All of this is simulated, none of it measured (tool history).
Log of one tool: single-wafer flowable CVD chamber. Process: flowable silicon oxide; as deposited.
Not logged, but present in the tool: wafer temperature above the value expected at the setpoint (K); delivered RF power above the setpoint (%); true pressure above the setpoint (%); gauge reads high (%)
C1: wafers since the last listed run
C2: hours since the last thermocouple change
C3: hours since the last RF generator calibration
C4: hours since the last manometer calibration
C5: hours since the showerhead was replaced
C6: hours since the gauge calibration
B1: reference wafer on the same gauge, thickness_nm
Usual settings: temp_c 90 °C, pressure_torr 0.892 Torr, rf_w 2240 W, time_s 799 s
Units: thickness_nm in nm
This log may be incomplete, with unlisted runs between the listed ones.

run 1 hour=0.0 | temp_c=90 pressure_torr=0.892 rf_w=2240 time_s=688 | C1=0 C2=2042.2 C3=1652.5 C4=1295.3 C5=8756.9 C6=207.2 | B1=589.794 | thickness_nm=577.110
run 2 hour=55.7 | temp_c=90 pressure_torr=0.892 rf_w=2240 time_s=688 | C1=183 C2=2097.9 C3=1708.2 C4=1351.0 C5=8812.6 C6=262.9 | B1=588.528 | thickness_nm=576.561
run 3 hour=76.3 | temp_c=90 pressure_torr=0.892 rf_w=2240 time_s=688 | C1=67 C2=2118.5 C3=1728.8 C4=1371.6 C5=8833.2 C6=283.5 | B1=589.447 | thickness_nm=582.447
run 4 hour=88.7 | temp_c=101 pressure_torr=0.892 rf_w=2240 time_s=799 | C1=40 C2=2130.9 C3=1741.2 C4=1384.0 C5=8845.6 C6=295.9 | B1=588.515 | thickness_nm=443.144
run 5 hour=121.4 | temp_c=90 pressure_torr=0.892 rf_w=2240 time_s=799 | C1=107 C2=2163.6 C3=1773.9 C4=1416.7 C5=8878.3 C6=328.6 | B1=588.479 | thickness_nm=672.419
run 6 hour=209.7 | temp_c=93 pressure_torr=0.892 rf_w=2240 time_s=875 | C1=291 C2=2251.9 C3=1862.2 C4=1505.0 C5=8966.6 C6=416.9 | B1=588.596 | thickness_nm=657.090
-- hour=230.2 thermocouple changed; heater temperature recalibrated
run 7 hour=230.7 | temp_c=90 pressure_torr=0.892 rf_w=2240 time_s=799 | C1=42 C2=0.5 C3=1883.2 C4=1526.0 C5=8987.6 C6=437.9 | B1=589.819 | thickness_nm=749.117
run 8 hour=257.8 | temp_c=90 pressure_torr=0.892 rf_w=2240 time_s=799 | C1=89 C2=27.6 C3=1910.3 C4=1553.1 C5=9014.7 C6=465.0 | B1=588.538 | thickness_nm=743.626
-- hour=287.6 showerhead replaced
run 9 hour=288.1 | temp_c=90 pressure_torr=0.892 rf_w=2240 time_s=799 | C1=73 C2=57.9 C3=1940.6 C4=1583.4 C5=0.5 C6=495.3 | B1=588.154 | thickness_nm=739.258
run 10 hour=303.2 | temp_c=90 pressure_torr=0.892 rf_w=2240 time_s=799 | C1=49 C2=73.0 C3=1955.7 C4=1598.5 C5=15.6 C6=510.4 | B1=588.308 | thickness_nm=743.173
run 11 hour=326.5 | temp_c=90 pressure_torr=0.892 rf_w=2240 time_s=753 | C1=76 C2=96.3 C3=1979.0 C4=1621.8 C5=38.9 C6=533.7 | B1=590.632 | thickness_nm=696.627
run 12 hour=353.6 | temp_c=90 pressure_torr=0.892 rf_w=2240 time_s=753 | C1=89 C2=123.4 C3=2006.1 C4=1648.9 C5=66.0 C6=560.8 | B1=588.854 | thickness_nm=696.971
run 13 hour=372.9 | temp_c=90 pressure_torr=0.892 rf_w=2240 time_s=799 | C1=63 C2=142.7 C3=2025.4 C4=1668.2 C5=85.3 C6=580.1 | B1=588.921 | thickness_nm=732.632
run 14 hour=405.7 | temp_c=90 pressure_torr=0.744 rf_w=2240 time_s=955 | C1=108 C2=175.5 C3=2058.2 C4=1701.0 C5=118.1 C6=612.9 | B1=589.201 | thickness_nm=734.724
run 15 hour=436.3 | temp_c=101 pressure_torr=0.693 rf_w=2240 time_s=664 | C1=100 C2=206.1 C3=2088.8 C4=1731.6 C5=148.7 C6=643.5 | B1=589.525 | thickness_nm=312.942
run 16 hour=462.9 | temp_c=95 pressure_torr=0.892 rf_w=2000 time_s=799 | C1=87 C2=232.7 C3=2115.4 C4=1758.2 C5=175.3 C6=670.1 | B1=589.566 | thickness_nm=602.962
run 17 hour=476.5 | temp_c=90 pressure_torr=0.892 rf_w=2240 time_s=799 | C1=44 C2=246.3 C3=2129.0 C4=1771.8 C5=188.9 C6=683.7 | B1=588.362 | thickness_nm=737.124
-- hour=501.4 gauge calibrated
run 18 hour=501.7 | temp_c=90 pressure_torr=0.892 rf_w=2240 time_s=799 | C1=83 C2=271.5 C3=2154.2 C4=1797.0 C5=214.1 C6=0.3 | B1=588.662 | thickness_nm=730.095
run 19 hour=522.8 | temp_c=90 pressure_torr=0.892 rf_w=2240 time_s=799 | C1=69 C2=292.6 C3=2175.3 C4=1818.1 C5=235.2 C6=21.4 | B1=590.353 | thickness_nm=735.004
-- hour=550.0 capacitance manometer re-zeroed and calibrated
run 20 hour=554.0 | temp_c=101 pressure_torr=0.892 rf_w=1955 time_s=731 | C1=76 C2=323.8 C3=2206.5 C4=4.0 C5=266.4 C6=52.6 | B1=588.219 | thickness_nm=410.312
-- hour=567.5 RF generator calibrated
run 21 hour=579.3 | temp_c=95 pressure_torr=1.006 rf_w=2655 time_s=682 | C1=57 C2=349.1 C3=11.8 C4=29.3 C5=291.7 C6=77.9 | B1=588.652 | thickness_nm=563.041
run 22 hour=596.2 | temp_c=90 pressure_torr=0.892 rf_w=1900 time_s=799 | C1=55 C2=366.0 C3=28.7 C4=46.2 C5=308.6 C6=94.8 | B1=589.144 | thickness_nm=670.196
run 23 hour=665.0 | temp_c=90 pressure_torr=0.892 rf_w=2065 time_s=799 | C1=226 C2=434.8 C3=97.5 C4=115.0 C5=377.4 C6=163.6 | B1=589.931 | thickness_nm=670.464
run 24 hour=681.8 | temp_c=90 pressure_torr=0.892 rf_w=2390 time_s=799 | C1=55 C2=451.6 C3=114.3 C4=131.8 C5=394.2 C6=180.4 | B1=589.146 | thickness_nm=688.012
run 25 hour=695.0 | temp_c=101 pressure_torr=0.892 rf_w=1955 time_s=731 | C1=43 C2=464.8 C3=127.5 C4=145.0 C5=407.4 C6=193.6 | B1=588.241 | thickness_nm=405.813
run 26 hour=726.7 | temp_c=90 pressure_torr=0.726 rf_w=2240 time_s=724 | C1=104 C2=496.5 C3=159.2 C4=176.7 C5=439.1 C6=225.3 | B1=589.907 | thickness_nm=500.396
run 27 hour=756.8 | temp_c=90 pressure_torr=1.029 rf_w=2240 time_s=724 | C1=99 C2=526.6 C3=189.3 C4=206.8 C5=469.2 C6=255.4 | B1=589.455 | thickness_nm=708.257

Some steps in thickness_nm between neighbouring runs. How much of each would the tool show without its hidden state too (settings, what came in, random variation), and how much is left for the hidden state, with any gauge scatter that isn't in both results?
Run 6 -> 7: temp_c 93 -> 90, time_s 875 -> 799, thermocouple changed; heater temperature recalibrated. thickness_nm +92.027 nm: hidden state +66.707, all else +25.320.
Run 14 -> 15: temp_c 90 -> 101, pressure_torr 0.744 -> 0.693, time_s 955 -> 664. thickness_nm -421.782 nm: hidden state -13.360, all else -408.422.
Run 19 -> 20: temp_c 90 -> 101, rf_w 2240 -> 1955, time_s 799 -> 731, capacitance manometer re-zeroed and calibrated. thickness_nm -324.692 nm: hidden state -33.249, all else -291.443.

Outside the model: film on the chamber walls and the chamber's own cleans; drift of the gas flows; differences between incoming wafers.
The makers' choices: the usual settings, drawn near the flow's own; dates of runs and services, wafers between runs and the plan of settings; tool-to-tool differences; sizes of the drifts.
